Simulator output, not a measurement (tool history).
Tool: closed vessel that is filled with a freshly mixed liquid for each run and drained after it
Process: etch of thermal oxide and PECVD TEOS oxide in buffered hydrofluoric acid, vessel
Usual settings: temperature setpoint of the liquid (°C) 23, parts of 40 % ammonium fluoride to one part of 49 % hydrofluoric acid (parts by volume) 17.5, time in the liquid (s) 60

| run | hour | temperature setpoint of the liquid (°C) | parts of 40 % ammonium fluoride to one part of 49 % hydrofluoric acid (parts by volume) | time in the liquid (s) | wafers since the last listed run | hours since the thermometer was replaced | hours since the hydrofluoric acid flow meter was replaced | hours since the gauge calibration | read-back film thickness of the thermal oxide reference wafer, read on the same gauge (nm) | read-back film thickness of the PECVD TEOS oxide reference wafer, read on the same gauge (nm) | thickness taken off the thermal oxide on a monitor wafer (angstrom) | thickness taken off the PECVD TEOS oxide on a monitor wafer (angstrom) |
|---|---|---|---|---|---|---|---|---|---|---|---|---|
| 1 | 0 | 23 | 19 | 35 | 0 | 2038.9 | 1166.3 | 286.7 | 150 | 150 | 216.7 | 525.6 |
|  | 15.3 | hydrofluoric acid flow meter replaced |
| 2 | 19.2 | 25.5 | 17.5 | 60 | 2373 | 2058.1 | 3.9 | 305.9 | 150.02 | 150.02 | 487.1 | 1194.6 |
| 3 | 26.8 | 25.5 | 17.5 | 60 | 991 | 2065.7 | 11.5 | 313.5 | 150.04 | 149.99 | 489.5 | 1193.6 |
| 4 | 44.5 | 25.5 | 17.5 | 60 | 2308 | 2083.4 | 29.2 | 331.2 | 150.02 | 150.02 | 485.8 | 1192.1 |
| 5 | 55 | 23 | 17.5 | 40 | 1369 | 2093.9 | 39.7 | 341.7 | 150.02 | 150 | 284.4 | 690.1 |
| 6 | 61.4 | 23 | 21.5 | 60 | 834 | 2100.3 | 46.1 | 348.1 | 149.98 | 149.97 | 351 | 865.9 |
|  | 67.3 | gauge calibrated |
| 7 | 76.4 | 23 | 17.5 | 60 | 1956 | 2115.3 | 61.1 | 9.1 | 150 | 150.06 | 425 | 1037.6 |
| 8 | 84.9 | 23 | 17.5 | 60 | 1108 | 2123.8 | 69.6 | 17.6 | 149.99 | 149.99 | 427.6 | 1050.5 |
| 9 | 129.7 | 23 | 17.5 | 60 | 5842 | 2168.6 | 114.4 | 62.4 | 149.99 | 149.98 | 429.4 | 1050.5 |
| 10 | 143 | 19 | 22.5 | 50 | 1734 | 2181.9 | 127.7 | 75.7 | 149.99 | 150 | 230 | 569.1 |
| 11 | 159 | 18.5 | 17.5 | 50 | 2086 | 2197.9 | 143.7 | 91.7 | 150.05 | 149.95 | 277.8 | 671.6 |
| 12 | 168.7 | 25 | 17.5 | 60 | 1264 | 2207.6 | 153.4 | 101.4 | 149.99 | 150 | 474.2 | 1152.6 |
| 13 | 180 | 23 | 20.5 | 60 | 1473 | 2218.9 | 164.7 | 112.7 | 150.01 | 150.01 | 371.9 | 913.7 |
| 14 | 194.6 | 23 | 11 | 60 | 1903 | 2233.5 | 179.3 | 127.3 | 150.01 | 150.04 | 670 | 1650.6 |
| 15 | 208.5 | 19.5 | 14 | 35 | 1812 | 2247.4 | 193.2 | 141.2 | 150.03 | 149.97 | 257.5 | 619.6 |
| 16 | 225.2 | 23 | 19.5 | 60 | 2177 | 2264.1 | 209.9 | 157.9 | 149.99 | 150 | 383.1 | 933.9 |
|  | 252.3 | thermometer replaced |
| 17 | 258.6 | 27.5 | 23.5 | 30 | 4225 | 6.3 | 243.3 | 191.3 | 149.98 | 150 | 193.2 | 460 |
| 18 | 265.7 | 23 | 17.5 | 60 | 925 | 13.4 | 250.4 | 198.4 | 150.02 | 150 | 378.4 | 934.3 |
| 19 | 273.3 | 23 | 17.5 | 60 | 991 | 21 | 258 | 206 | 150.03 | 150.01 | 384.8 | 933.3 |
| 20 | 289.5 | 23 | 20 | 45 | 2112 | 37.2 | 274.2 | 222.2 | 150 | 150.01 | 251 | 614.8 |
| 21 | 298.7 | 23 | 12.5 | 60 | 1199 | 46.4 | 283.4 | 231.4 | 150.02 | 149.97 | 527.1 | 1294.5 |
| 22 | 310.4 | 23 | 13.5 | 60 | 1525 | 58.1 | 295.1 | 243.1 | 149.95 | 149.96 | 487.1 | 1203.1 |
| 23 | 327.9 | 23 | 17.5 | 60 | 2282 | 75.6 | 312.6 | 260.6 | 149.99 | 150.02 | 380.8 | 938.9 |
| 24 | 342.7 | 23 | 19.5 | 45 | 1930 | 90.4 | 327.4 | 275.4 | 150.05 | 149.99 | 257.2 | 623.7 |
| 25 | 354.6 | 23 | 17.5 | 45 | 1551 | 102.3 | 339.3 | 287.3 | 150.02 | 150.04 | 282 | 690.4 |
| 26 | 366.5 | 25 | 11.5 | 45 | 1551 | 114.2 | 351.2 | 299.2 | 149.99 | 149.98 | 482.9 | 1168.4 |
| 27 | 384.2 | 23 | 17.5 | 60 | 2308 | 131.9 | 368.9 | 316.9 | 150.06 | 150.01 | 384.2 | 930.1 |

How the hidden state differs across the entries between the runs, from the last listed run before each to the first after it:
Between runs 1 and 2: hydrofluoric acid flow meter replaced (hour 15.3)
  liquid hotter than its thermometer reads (K): 2.19 -> 2.21; hydrofluoric acid flow below the setpoint (%): 7.19 -> 0.626
  measured less the result without the state, thickness taken off the thermal oxide on a monitor wafer (angstrom): +11.2 -> +51.9; thickness taken off the PECVD TEOS oxide on a monitor wafer (angstrom): +27.2 -> +127.3
Between runs 6 and 7: gauge calibrated (hour 67.3)
  liquid hotter than its thermometer reads (K): 2.25 -> 2.27; hydrofluoric acid flow below the setpoint (%): 0.862 -> 0.946
  measured less the result without the state, thickness taken off the thermal oxide on a monitor wafer (angstrom): +38.9 -> +46; thickness taken off the PECVD TEOS oxide on a monitor wafer (angstrom): +95.8 -> +112.4
Between runs 16 and 17: thermometer replaced (hour 252.3)
  liquid hotter than its thermometer reads (K): 2.42 -> 0.382; hydrofluoric acid flow below the setpoint (%): 1.78 -> 1.97
  measured less the result without the state, thickness taken off the thermal oxide on a monitor wafer (angstrom): +41.5 -> +1.3; thickness taken off the PECVD TEOS oxide on a monitor wafer (angstrom): +101.1 -> +3.1
